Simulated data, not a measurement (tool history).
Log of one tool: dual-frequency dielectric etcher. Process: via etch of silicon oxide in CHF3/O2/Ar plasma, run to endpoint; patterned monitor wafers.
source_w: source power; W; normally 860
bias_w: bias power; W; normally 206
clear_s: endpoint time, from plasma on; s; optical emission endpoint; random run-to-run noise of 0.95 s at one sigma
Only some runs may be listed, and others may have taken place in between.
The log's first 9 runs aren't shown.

| run | hour | source_w | bias_w | incoming incoming film thickness, nm | clear_s |
|---|---|---|---|---|---|
| 10 | 118.4 | 860 | 206 | 761.3 | 311.8 |
| 11 | 132.3 | 860 | 206 | 764.9 | 312.4 |
| 12 | 149.7 | 860 | 179 | 759.3 | 321.9 |
| 13 | 167.5 | 860 | 206 | 759.7 | 308.6 |
|  | 180 | source power generator calibrated |
| 14 | 180.5 | 860 | 206 | 751.4 | 306.2 |
| 15 | 187.4 | 700 | 169 | 758.9 | 350.7 |
|  | 227 | wet clean of the chamber |
| 16 | 227.5 | 740 | 228 | 758.9 | 327 |
| 17 | 228 | 980 | 206 | 760.6 | 305 |
| 18 | 236 | 860 | 206 | 755.8 | 317.5 |
| 19 | 250.4 | 860 | 206 | 762.5 | 320.5 |
| 20 | 260.3 | 780 | 230 | 764.9 | 322.6 |
| 21 | 274.1 | 640 | 181 | 760.2 | 363.7 |
|  | 280.6 | bias power generator calibrated |
| 22 | 281.7 | 750 | 206 | 754.1 | 330.3 |
| 23 | 295 | 860 | 206 | 759.6 | 318 |
| 24 | 312.3 | 670 | 234 | 759.8 | 332.2 |
| 25 | 327 | 680 | 156 | 759.3 | 368.7 |
| 26 | 335.3 | 1040 | 178 | 759 | 308.5 |
| 27 | 346.1 | 860 | 206 | 752.7 | 315.8 |
| 28 | 363.4 | 980 | 206 | 765.8 | 305.8 |
| 29 | 374.4 | 670 | 167 | 765.8 | 365.3 |
| 30 | 380.4 | 860 | 206 | 761.5 | 315.8 |
| 31 | 396.4 | 860 | 206 | 754.9 | 313.2 |
| 32 | 412.8 | 860 | 230 | 764.2 | 310.3 |
| 33 | 426.9 | 1030 | 185 | 757 | 305.3 |
| 34 | 441.6 | 790 | 189 | 759.4 | 332.1 |

What if the next run were any one of these 5? Each begins from the tool's condition after run 34:
| A | 442.1 | 1010 | 206 | 756.2 | ? |
| B | 442.1 | 930 | 169 | 756.2 | ? |
| C | 442.1 | 740 | 206 | 756.2 | ? |
| D | 442.1 | 950 | 172 | 756.2 | ? |
| E | 442.1 | 980 | 191 | 756.2 | ? |

| run | clear_s |
|---|---|
| A | 296.5 |
| B | 321 |
| C | 329.7 |
| D | 317.2 |
| E | 305.6 |
What these runs would have given with no unlogged condition in the tool:
| run | clear_s |
|---|---|
| A | 298.8 |
| B | 323.4 |
| C | 332.2 |
| D | 319.6 |
| E | 307.9 |
